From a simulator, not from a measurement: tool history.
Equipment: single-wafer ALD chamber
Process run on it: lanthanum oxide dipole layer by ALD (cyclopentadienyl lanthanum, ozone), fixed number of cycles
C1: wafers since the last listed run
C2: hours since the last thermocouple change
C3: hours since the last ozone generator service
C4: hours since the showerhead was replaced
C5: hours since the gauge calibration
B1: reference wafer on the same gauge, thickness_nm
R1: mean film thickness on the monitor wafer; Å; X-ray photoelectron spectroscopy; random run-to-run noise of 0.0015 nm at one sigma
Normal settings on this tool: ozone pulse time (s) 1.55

Run 1, hour 0.0: usual settings but ozone pulse time (s) 1.96; C1 0; C2 2157.1; C3 1410.8; C4 7697.0; C5 30.0; B1 0.576. Result: R1 4.98 Å.
Run 2, hour 14.2: usual settings but ozone pulse time (s) 1.96; C1 273; C2 2171.3; C3 1425.0; C4 7711.2; C5 44.2; B1 0.576. Result: R1 4.98 Å.
Run 3, hour 26.1: usual settings; C1 229; C2 2183.2; C3 1436.9; C4 7723.1; C5 56.1; B1 0.575. Result: R1 4.78 Å.
Run 4, hour 36.7: usual settings; C1 204; C2 2193.8; C3 1447.5; C4 7733.7; C5 66.7; B1 0.576. Result: R1 4.76 Å.
Run 5, hour 52.1: usual settings; C1 296; C2 2209.2; C3 1462.9; C4 7749.1; C5 82.1; B1 0.576. Result: R1 4.78 Å.
Run 6, hour 67.5: usual settings; C1 296; C2 2224.6; C3 1478.3; C4 7764.5; C5 97.5; B1 0.577. Result: R1 4.77 Å.
Run 7, hour 77.0: usual settings; C1 182; C2 2234.1; C3 1487.8; C4 7774.0; C5 107.0; B1 0.576. Result: R1 4.75 Å.
Run 8, hour 86.9: usual settings; C1 190; C2 2244.0; C3 1497.7; C4 7783.9; C5 116.9; B1 0.576. Result: R1 4.74 Å.
Run 9, hour 95.6: usual settings; C1 167; C2 2252.7; C3 1506.4; C4 7792.6; C5 125.6; B1 0.576. Result: R1 4.73 Å.
Run 10, hour 107.1: usual settings; C1 221; C2 2264.2; C3 1517.9; C4 7804.1; C5 137.1; B1 0.575. Result: R1 4.76 Å.
Run 11, hour 113.2: usual settings but ozone pulse time (s) 1.09; C1 117; C2 2270.3; C3 1524.0; C4 7810.2; C5 143.2; B1 0.575. Result: R1 4.32 Å.
Run 12, hour 128.8: usual settings but ozone pulse time (s) 1.09; C1 300; C2 2285.9; C3 1539.6; C4 7825.8; C5 158.8; B1 0.576. Result: R1 4.30 Å.
Run 13, hour 142.3: usual settings; C1 259; C2 2299.4; C3 1553.1; C4 7839.3; C5 172.3; B1 0.576. Result: R1 4.73 Å.
Run 14, hour 148.3: usual settings; C1 115; C2 2305.4; C3 1559.1; C4 7845.3; C5 178.3; B1 0.577. Result: R1 4.70 Å.
At hour 156.9: showerhead replaced, of another model than before.
At hour 157.9: ozone generator serviced.
Run 15, hour 158.4: usual settings; C1 20; C2 2315.5; C3 0.5; C4 1.5; C5 188.4; B1 0.576. Result: R1 5.11 Å.
Run 16, hour 167.7: usual settings; C1 179; C2 2324.8; C3 9.8; C4 10.8; C5 197.7; B1 0.576. Result: R1 5.08 Å.
At hour 183.7: thermocouple changed; heater temperature recalibrated.
Run 17, hour 184.2: usual settings but ozone pulse time (s) 1.97; C1 163; C2 0.5; C3 26.3; C4 27.3; C5 214.2; B1 0.576. Result: R1 5.17 Å.
Run 18, hour 193.7: usual settings; C1 182; C2 10.0; C3 35.8; C4 36.8; C5 223.7; B1 0.576. Result: R1 5.09 Å.
Run 19, hour 200.0: usual settings but ozone pulse time (s) 1.95; C1 121; C2 16.3; C3 42.1; C4 43.1; C5 230.0; B1 0.576. Result: R1 5.16 Å.
At hour 202.8: gauge calibrated.
Run 20, hour 218.0: usual settings but ozone pulse time (s) 1.82; C1 346; C2 34.3; C3 60.1; C4 61.1; C5 15.2; B1 0.577. Result: R1 5.15 Å.
Run 21, hour 224.9: usual settings but ozone pulse time (s) 2.02; C1 132; C2 41.2; C3 67.0; C4 68.0; C5 22.1; B1 0.576. Result: R1 5.14 Å.
Run 22, hour 240.4: usual settings; C1 298; C2 56.7; C3 82.5; C4 83.5; C5 37.6; B1 0.576. Result: R1 5.10 Å.
Run 23, hour 248.4: usual settings but ozone pulse time (s) 1.10; C1 154; C2 64.7; C3 90.5; C4 91.5; C5 45.6; B1 0.576. Result: R1 4.88 Å.
Run 24, hour 254.9: usual settings but ozone pulse time (s) 1.85; C1 125; C2 71.2; C3 97.0; C4 98.0; C5 52.1; B1 0.576. Result: R1 5.16 Å.
Run 25, hour 266.2: usual settings but ozone pulse time (s) 1.37; C1 217; C2 82.5; C3 108.3; C4 109.3; C5 63.4; B1 0.576. Result: R1 5.00 Å.
Run 26, hour 275.3: usual settings but ozone pulse time (s) 1.16; C1 175; C2 91.6; C3 117.4; C4 118.4; C5 72.5; B1 0.576. Result: R1 4.94 Å.
Run 27, hour 282.3: usual settings but ozone pulse time (s) 1.20; C1 134; C2 98.6; C3 124.4; C4 125.4; C5 79.5; B1 0.576. Result: R1 4.96 Å.
Run 28, hour 292.6: usual settings but ozone pulse time (s) 1.06; C1 198; C2 108.9; C3 134.7; C4 135.7; C5 89.8; B1 0.576. Result: R1 4.89 Å.
Run 29, hour 299.0: usual settings but ozone pulse time (s) 1.00; C1 123; C2 115.3; C3 141.1; C4 142.1; C5 96.2; B1 0.575. Result: R1 4.85 Å.
Run 30, hour 310.9: usual settings but ozone pulse time (s) 1.36; C1 229; C2 127.2; C3 153.0; C4 154.0; C5 108.1; B1 0.576. Result: R1 5.02 Å.
Run 31, hour 323.5: usual settings; C1 242; C2 139.8; C3 165.6; C4 166.6; C5 120.7; B1 0.576. Result: R1 5.05 Å.
Run 32, hour 330.9: usual settings but ozone pulse time (s) 1.83; C1 142; C2 147.2; C3 173.0; C4 174.0; C5 128.1; B1 0.576. Result: R1 5.14 Å.

Run-by-run hidden state of the tool:
wafer temperature above the value expected at the setpoint (K): 0 on each run
gauge reads high (%): 0 on each run
H1: ozone dose above that of a generator just serviced (%)
run     H1
  1  -32.5
  2  -32.8
  3  -33.1
  4  -33.3
  5  -33.6
  6    -34
  7  -34.2
  8  -34.4
  9  -34.6
 10  -34.8
 11    -35
 12  -35.3
 13  -35.6
 14  -35.7
 15  -1.43
 16  -1.63
 17  -1.99
 18  -2.19
 19  -2.33
 20  -2.72
 21  -2.87
 22  -3.21
 23  -3.38
 24  -3.52
 25  -3.77
 26  -3.96
 27  -4.12
 28  -4.34
 29  -4.48
 30  -4.74
 31  -5.01
 32  -5.17
